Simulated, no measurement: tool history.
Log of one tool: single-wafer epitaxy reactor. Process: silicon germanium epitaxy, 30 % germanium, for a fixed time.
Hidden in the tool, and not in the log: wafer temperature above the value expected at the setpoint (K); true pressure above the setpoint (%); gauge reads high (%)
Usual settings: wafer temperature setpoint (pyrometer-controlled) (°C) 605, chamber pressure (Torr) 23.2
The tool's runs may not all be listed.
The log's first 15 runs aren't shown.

run,hour,wafer temperature setpoint (pyrometer-controlled) (°C),chamber pressure (Torr),wafers since the last listed run,hours since the last pyrometer calibration,hours since the last manometer calibration,hours since the showerhead was replaced,hours since the gauge calibration,"read-back reference wafer on the same gauge, thickness_nm",mean film thickness on the monitor wafer (nm)
16,448.7,590,26.9,650,27.5,807.9,67.8,444.9,76.316,52.704
17,462.5,611,24.9,413,41.3,821.7,81.6,458.7,76.672,73.151
18,475,605,23.2,374,53.8,834.2,94.1,471.2,76.439,64.312
19,487.7,594,27.4,380,66.5,846.9,106.8,483.9,76.536,57.236
# hour 516: capacitance manometer re-zeroed and calibrated
20,523.5,605,23.2,832,102.3,7.5,142.6,519.7,76.631,64.977
21,548.1,605,23.2,736,126.9,32.1,167.2,544.3,76.548,65.563
22,577,599,18.1,865,155.8,61,196.1,573.2,76.461,53.245
23,606.1,605,23.2,871,184.9,90.1,225.2,602.3,76.446,65.734
24,623.9,599,27.4,533,202.7,107.9,243,620.1,76.342,64.421
# hour 659.3: gauge calibrated
25,670.7,605,23.2,1401,249.5,154.7,289.8,11.4,76.56,65.664
26,706.5,590,20.8,1072,285.3,190.5,325.6,47.2,76.441,48.786
27,740,617,26.4,1003,318.8,224,359.1,80.7,76.423,84.539
28,757.5,605,23.2,524,336.3,241.5,376.6,98.2,76.72,65.749
29,824.9,590,19.4,2018,403.7,308.9,444,165.6,76.67,47.169
30,857.6,599,27.5,979,436.4,341.6,476.7,198.3,76.495,63.817
31,879.4,605,23.2,653,458.2,363.4,498.5,220.1,76.643,66.021
32,904.2,590,26.9,742,483,388.2,523.3,244.9,76.397,54.327
33,925,612,25.7,623,503.8,409,544.1,265.7,76.312,76.984
34,945.2,596,25.2,605,524,429.2,564.3,285.9,76.532,58.547
35,971.3,605,23.2,781,550.1,455.3,590.4,312,76.402,65.188
36,1005.2,611,28.6,1015,584,489.2,624.3,345.9,76.419,78.293

Forecast each of these 3 alternatives for the next run:
A,1005.6,610,23.2,11,584.4,489.6,624.7,346.3,?,?
B,1005.6,616,20.5,11,584.4,489.6,624.7,346.3,?,?
C,1005.6,610,19.5,11,584.4,489.6,624.7,346.3,?,?

run,"read-back reference wafer on the same gauge, thickness_nm",mean film thickness on the monitor wafer (nm)
A,76.559,70.946
B,76.559,74.17
C,76.559,65.919
Without the tool's hidden state the same runs would have given:
run,mean film thickness on the monitor wafer (nm)
A,70.413
B,73.632
C,65.424
